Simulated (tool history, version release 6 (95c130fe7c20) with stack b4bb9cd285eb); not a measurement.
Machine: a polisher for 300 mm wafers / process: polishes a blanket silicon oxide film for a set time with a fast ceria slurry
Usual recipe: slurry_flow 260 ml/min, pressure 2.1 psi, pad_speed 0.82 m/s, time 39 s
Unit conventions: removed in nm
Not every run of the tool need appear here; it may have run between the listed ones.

run	hour	slurry_flow	pressure	pad_speed	time	wafers since the last listed run	wafers polished on this pad	hours since the slurry nozzle was cleaned	hours since the head pressure was calibrated	incoming thickness of the incoming film, nm	removed
1	0.0	260	2.1	0.74	39	0	1252	88.9	831.6	3782.4	285.9
# hour 16.3: worn pad replaced by a new one
2	16.8	260	2.1	0.74	39	227	8	105.7	848.4	3797.8	286.5
3	22.1	260	2.1	0.74	39	93	102	111.0	853.7	3768.7	283.7
4	29.8	260	2.1	0.82	49	136	238	118.7	861.4	3780.1	392.9
5	44.5	260	2.1	0.82	49	260	499	133.4	876.1	3774.0	389.1
6	59.0	260	2.1	0.82	49	257	756	147.9	890.6	3754.3	393.5
7	72.9	260	2.1	0.82	39	246	1003	161.8	904.5	3778.4	313.7
8	83.4	260	2.1	0.82	39	186	1189	172.3	915.0	3756.6	303.6
# hour 90.8: worn pad replaced by a new one
9	131.7	260	2.1	0.82	39	785	724	220.6	963.3	3778.0	315.2
10	148.9	235	2.1	0.82	39	305	1029	237.8	980.5	3775.4	304.3
# hour 161.3: head pressure recalibrated
11	165.4	235	2.1	0.82	39	257	1287	254.3	4.1	3758.7	308.8
# hour 173.8: worn pad replaced by a new one, of another model than before
12	175.1	235	2.1	0.82	39	101	23	264.0	13.8	3739.8	302.4
13	187.9	330	2.1	0.82	28	227	250	276.8	26.6	3799.4	228.6
14	195.6	330	2.1	0.82	28	136	387	284.5	34.3	3795.9	227.1
# hour 205.0: slurry nozzle cleaned
15	213.2	260	2.1	0.82	39	294	681	8.2	51.9	3759.6	320.0
16	224.8	220	2.7	0.96	39	205	887	19.8	63.5	3811.4	459.4
17	241.4	195	2.1	0.82	47	294	1181	36.4	80.1	3803.3	374.0
# hour 253.9: worn pad replaced by a new one
18	255.5	330	2.1	0.82	28	179	27	50.5	94.2	3720.3	228.9
19	270.9	260	2.1	0.82	39	273	300	65.9	109.6	3694.6	320.4
20	283.0	330	2.1	0.82	28	214	515	78.0	121.7	3759.4	233.0
21	293.7	260	2.1	0.82	39	189	705	88.7	132.4	3747.3	315.6
22	309.2	215	2.1	0.96	39	274	979	104.2	147.9	3762.6	356.7
23	321.2	260	2.1	0.82	48	212	1192	116.2	159.9	3747.1	385.5
# hour 341.8: worn pad replaced by a new one
24	342.3	260	1.8	0.72	39	303	8	137.3	181.0	3741.4	243.6
25	346.8	260	1.8	0.74	44	79	87	141.8	185.5	3801.3	288.5
26	360.2	190	2.1	0.82	52	237	325	155.2	198.9	3763.8	418.9

Run 27 comes next. What will it give?
27	368.7	295	1.7	0.82	29	150	476	163.7	207.4	3739.8	?

removed: 191.9 nm
Minus the tool's unlogged condition, the same run would have read removed 193.7 nm.
